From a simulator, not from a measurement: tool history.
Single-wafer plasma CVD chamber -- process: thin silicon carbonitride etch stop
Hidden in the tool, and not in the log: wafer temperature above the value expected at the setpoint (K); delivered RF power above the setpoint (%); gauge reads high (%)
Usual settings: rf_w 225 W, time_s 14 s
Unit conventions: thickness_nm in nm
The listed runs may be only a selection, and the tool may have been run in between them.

| run | hour | rf_w | time_s | wafers since the last listed run | hours since the last thermocouple change | hours since the last RF generator calibration | hours since the showerhead was replaced | hours since the gauge calibration | read-back reference wafer on the same gauge, thickness_nm | thickness_nm |
|---|---|---|---|---|---|---|---|---|---|---|
| 1 | 0 | 225 | 13.3 | 0 | 645.1 | 1526.1 | 3933.8 | 280.2 | 6.847 | 7.722 |
| 2 | 52.4 | 225 | 13.3 | 998 | 697.5 | 1578.5 | 3986.2 | 332.6 | 6.841 | 7.747 |
| 3 | 79.5 | 225 | 13.3 | 516 | 724.6 | 1605.6 | 4013.3 | 359.7 | 6.843 | 7.722 |
| 4 | 141.4 | 260 | 11.8 | 1179 | 786.5 | 1667.5 | 4075.2 | 421.6 | 6.84 | 7.261 |
| 5 | 175.6 | 225 | 14.6 | 651 | 820.7 | 1701.7 | 4109.4 | 455.8 | 6.844 | 8.422 |
| 6 | 223.6 | 225 | 14.6 | 914 | 868.7 | 1749.7 | 4157.4 | 503.8 | 6.838 | 8.413 |
| 7 | 261.6 | 225 | 14.6 | 724 | 906.7 | 1787.7 | 4195.4 | 541.8 | 6.841 | 8.415 |
| 8 | 300.9 | 225 | 14.9 | 748 | 946 | 1827 | 4234.7 | 581.1 | 6.842 | 8.551 |
| 9 | 351.5 | 225 | 14.9 | 964 | 996.6 | 1877.6 | 4285.3 | 631.7 | 6.835 | 8.591 |
| 10 | 413.8 | 225 | 12.9 | 1187 | 1058.9 | 1939.9 | 4347.6 | 694 | 6.841 | 7.431 |
| 11 | 450.7 | 225 | 12.9 | 703 | 1095.8 | 1976.8 | 4384.5 | 730.9 | 6.834 | 7.424 |
|  | 470.1 | showerhead replaced |
| 12 | 488.3 | 225 | 14 | 564 | 1133.4 | 2014.4 | 18.2 | 768.5 | 6.844 | 8.054 |
|  | 523.1 | gauge calibrated |
| 13 | 523.6 | 200 | 13 | 672 | 1168.7 | 2049.7 | 53.5 | 0.5 | 6.839 | 7.13 |
|  | 709.6 | thermocouple changed; heater temperature recalibrated |
| 14 | 731.4 | 225 | 14 | 3807 | 21.8 | 2257.5 | 261.3 | 208.3 | 6.837 | 8.036 |
| 15 | 770.5 | 210 | 12.5 | 745 | 60.9 | 2296.6 | 300.4 | 247.4 | 6.836 | 6.937 |
| 16 | 840.1 | 225 | 14 | 1326 | 130.5 | 2366.2 | 370 | 317 | 6.843 | 8.037 |
| 17 | 883.9 | 260 | 14 | 834 | 174.3 | 2410 | 413.8 | 360.8 | 6.838 | 8.501 |
| 18 | 953.5 | 265 | 14 | 1326 | 243.9 | 2479.6 | 483.4 | 430.4 | 6.844 | 8.524 |
|  | 983.9 | RF generator calibrated |
| 19 | 1003 | 225 | 14 | 790 | 293.4 | 19.1 | 532.9 | 479.9 | 6.836 | 8.241 |
| 20 | 1114.4 | 210 | 11.3 | 2123 | 404.8 | 130.5 | 644.3 | 591.3 | 6.839 | 6.483 |
| 21 | 1178.5 | 245 | 13 | 1221 | 468.9 | 194.6 | 708.4 | 655.4 | 6.837 | 7.908 |
| 22 | 1246.7 | 225 | 13 | 1299 | 537.1 | 262.8 | 776.6 | 723.6 | 6.835 | 7.664 |
| 23 | 1298.5 | 210 | 12.8 | 987 | 588.9 | 314.6 | 828.4 | 775.4 | 6.84 | 7.313 |
| 24 | 1338.5 | 260 | 11.8 | 762 | 628.9 | 354.6 | 868.4 | 815.4 | 6.844 | 7.317 |
| 25 | 1373.6 | 260 | 13.2 | 668 | 664 | 389.7 | 903.5 | 850.5 | 6.838 | 8.235 |
|  | 1407.6 | gauge calibrated |
| 26 | 1425.8 | 225 | 14 | 994 | 716.2 | 441.9 | 955.7 | 18.2 | 6.838 | 8.24 |

Expected results for the next run?
| 27 | 1455.9 | 225 | 14 | 573 | 746.3 | 472 | 985.8 | 48.3 | ? | ? |

read-back reference wafer on the same gauge, thickness_nm: 6.842
thickness_nm: 8.233 nm
Without the tool's hidden state the same run would have given thickness_nm 8.324 nm.

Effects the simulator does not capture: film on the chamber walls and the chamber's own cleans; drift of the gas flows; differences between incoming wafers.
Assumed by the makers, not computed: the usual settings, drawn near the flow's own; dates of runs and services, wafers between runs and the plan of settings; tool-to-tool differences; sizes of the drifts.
